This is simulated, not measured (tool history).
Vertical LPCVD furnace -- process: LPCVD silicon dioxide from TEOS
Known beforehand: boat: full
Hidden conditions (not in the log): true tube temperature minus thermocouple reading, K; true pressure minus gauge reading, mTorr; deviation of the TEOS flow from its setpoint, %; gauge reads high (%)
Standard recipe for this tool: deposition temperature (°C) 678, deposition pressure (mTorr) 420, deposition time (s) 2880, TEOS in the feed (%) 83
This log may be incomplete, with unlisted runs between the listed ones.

run,day,deposition temperature (°C),deposition pressure (mTorr),deposition time (s),TEOS in the feed (%),wafers since the last listed run,hours since the last temperature calibration,hours since the pressure gauge was zeroed,hours since the TEOS flow controller was replaced,hours since the gauge calibration,"read-back reference wafer on the same gauge, thickness",film thickness on the monitor wafer in the middle of the boat (nm)
1,0.000,678,455,2880,83,0,2029.0,1958.0,2197.9,321.4,328.93,315.07
2,0.738,678,420,3150,89,199,2046.7,1975.7,2215.6,339.1,328.88,341.19
# day 2.342: pressure gauge zeroed
# day 2.458: thermocouples replaced and temperature profile calibrated
3,2.479,678,420,3150,89,169,0.5,3.3,2257.4,380.9,329.45,355.87
4,2.658,678,420,2310,77,48,4.8,7.6,2261.7,385.2,328.74,242.13
5,2.833,678,420,2310,77,47,9.0,11.8,2265.9,389.4,328.64,242.27
6,3.012,678,420,2880,83,48,13.3,16.1,2270.2,393.7,329.00,313.86
7,3.192,678,420,2880,83,48,17.6,20.4,2274.5,398.0,328.92,313.68
8,3.621,678,420,2880,83,116,27.9,30.7,2284.8,408.3,329.19,314.14
9,4.258,678,420,2880,72,172,43.2,46.0,2300.1,423.6,328.80,294.38
10,4.646,675,420,2880,91,104,52.5,55.3,2309.4,432.9,329.03,307.07
# day 6.304: thermocouples replaced and temperature profile calibrated, repeated, since the last time left the tool worse
11,6.325,678,360,2880,83,183,0.5,95.6,2349.7,473.2,328.94,258.11
12,6.504,672,420,2880,75,48,4.8,99.9,2354.0,477.5,328.95,229.39
13,6.679,682,350,2880,83,47,9.0,104.1,2358.2,481.7,329.03,280.11
14,7.246,689,515,2460,75,153,22.6,117.7,2371.8,495.3,328.72,328.24
15,7.558,678,420,3450,83,84,30.1,125.2,2379.3,502.8,328.90,335.17
16,7.833,689,520,2880,83,74,36.7,131.8,2385.9,509.4,329.19,405.47
# day 8.125: gauge calibrated
17,8.512,678,420,2310,77,183,53.0,148.1,2402.2,9.3,328.93,216.41
18,9.075,689,420,3450,83,152,66.5,161.6,2415.7,22.8,329.06,437.56
19,9.367,678,485,2880,83,78,73.5,168.6,2422.7,29.8,328.82,300.23
# day 10.842: TEOS flow controller replaced
20,10.862,678,420,2880,83,134,109.4,204.5,0.5,65.7,329.37,280.33
21,11.038,678,420,2880,83,47,113.6,208.7,4.7,69.9,329.22,280.75
22,12.104,683,420,3810,83,288,139.2,234.3,30.3,95.5,328.99,419.92
23,12.371,674,420,2880,70,72,145.6,240.7,36.7,101.9,329.04,233.26
24,12.662,678,420,2880,83,78,152.6,247.7,43.7,108.9,328.67,283.20
25,13.171,681,345,1770,73,137,164.8,259.9,55.9,121.1,329.19,157.71
26,13.812,678,420,2310,77,173,180.2,275.3,71.3,136.5,328.91,217.88
27,14.075,678,485,2880,94,71,186.5,281.6,77.6,142.8,329.74,322.78
28,14.817,678,420,2310,77,200,204.3,299.4,95.4,160.6,328.74,218.05
29,15.108,669,420,2880,97,78,211.3,306.4,102.4,167.6,328.87,244.47
30,15.592,678,420,2880,83,130,222.9,318.0,114.0,179.2,328.70,281.80
31,15.979,678,495,2880,83,104,232.2,327.3,123.3,188.5,329.36,307.28

Below are 4 alternative next runs, each starting from the tool's condition after run 31. Predict each:
A,16.162,678,420,2490,83,49,236.6,331.7,127.7,192.9,?,?
B,16.162,678,420,2520,76,49,236.6,331.7,127.7,192.9,?,?
C,16.162,674,330,2310,97,49,236.6,331.7,127.7,192.9,?,?
D,16.162,671,420,2880,83,49,236.6,331.7,127.7,192.9,?,?

run,"read-back reference wafer on the same gauge, thickness",film thickness on the monitor wafer in the middle of the boat (nm)
A,328.77,244.89
B,328.77,237.16
C,328.77,197.43
D,328.77,238.59
Had the tool no hidden state, the same runs would have come out as:
run,film thickness on the monitor wafer in the middle of the boat (nm)
A,241.51
B,233.89
C,194.69
D,235.25
